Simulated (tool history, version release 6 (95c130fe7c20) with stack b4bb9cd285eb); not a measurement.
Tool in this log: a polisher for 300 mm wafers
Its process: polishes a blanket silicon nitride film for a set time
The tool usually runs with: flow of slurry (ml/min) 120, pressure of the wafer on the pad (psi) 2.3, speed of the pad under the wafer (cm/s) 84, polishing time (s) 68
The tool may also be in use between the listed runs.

run,hour,flow of slurry (ml/min),pressure of the wafer on the pad (psi),speed of the pad under the wafer (cm/s),polishing time (s),wafers since the last listed run,wafers polished on this pad,hours since the slurry nozzle was cleaned,hours since the head pressure was calibrated,"incoming thickness of the incoming film, nm",film removed (nm)
1,0,120,2.3,94,68,0,1409,367.3,1139,539.8,77.1
# hour 141.6: slurry nozzle cleaned
# hour 146.3: worn pad replaced by a new one
2,177.1,120,2.3,94,68,2526,452,35.5,1316.1,541,78.9
3,240,120,2.3,84,68,923,1375,98.4,1379,544.2,75.2
4,282.1,120,2.3,84,68,618,1993,140.5,1421.1,533.9,75.1
5,308.8,120,2.3,84,68,392,2385,167.2,1447.8,545.7,75.2
6,359.5,120,2.3,84,68,744,3130,217.9,1498.5,527.4,72.8
# hour 382.6: worn pad replaced by a new one
7,416,120,2.3,84,68,770,490,274.4,1555,542.7,76
# hour 461.6: head pressure recalibrated
8,470.7,120,2.3,96,68,773,1263,329.1,9.1,539.1,71.8
9,532.9,120,2.3,96,68,913,2177,391.3,71.3,540.7,71.4
10,558.3,120,2.3,96,68,372,2550,416.7,96.7,536.4,72.8
# hour 564.9: worn pad replaced by a new one
# hour 578.2: slurry nozzle cleaned
11,616.1,160,2.3,84,68,775,737,37.9,154.5,549,69.6
12,656.3,120,2.3,98,68,590,1327,78.1,194.7,537.7,73.3
13,688.2,90,2.3,84,68,468,1796,110,226.6,551,61.8
14,739.6,120,2.3,62,68,754,2550,161.4,278,543.7,59.3
# hour 768: worn pad replaced by a new one
15,809.7,120,2,100,80,970,612,231.5,348.1,544.6,76.4
16,836.2,120,1.7,84,68,389,1001,258,374.6,542.4,51.3
17,873.5,120,1.6,84,68,547,1548,295.3,411.9,546,48.3
18,925.9,120,2.3,84,68,769,2318,347.7,464.3,547,68.8
19,970.1,120,2.3,84,68,648,2967,391.9,508.5,549.2,68.9
# hour 1003: worn pad replaced by a new one
20,1019.1,120,2.9,94,61,660,236,440.9,557.5,537.3,82.4
21,1058.1,85,2.3,84,61,572,808,479.9,596.5,533.4,59.2

Below, each run's measurement less what the same run would have read without the hidden state. Both values contain the same run-to-run variation, but the gauge's scatter may not be the same in both:
Hidden state present: removal rate lost through wear of the pad, %; slurry flow missing at the pad, %; deviation of the head's pressure from its setpoint, %.
run,film removed (nm)
1,+7.2
2,+8.3
3,+8.2
4,+8.4
5,+8.5
6,+8.5
7,+9.1
8,+0.3
9,+0.6
10,+0.8
11,+1.1
12,+1.4
13,+1.3
14,+1.5
15,+2.3
16,+1.7
17,+1.7
18,+2.7
19,+3
20,+3.9
21,+2.9
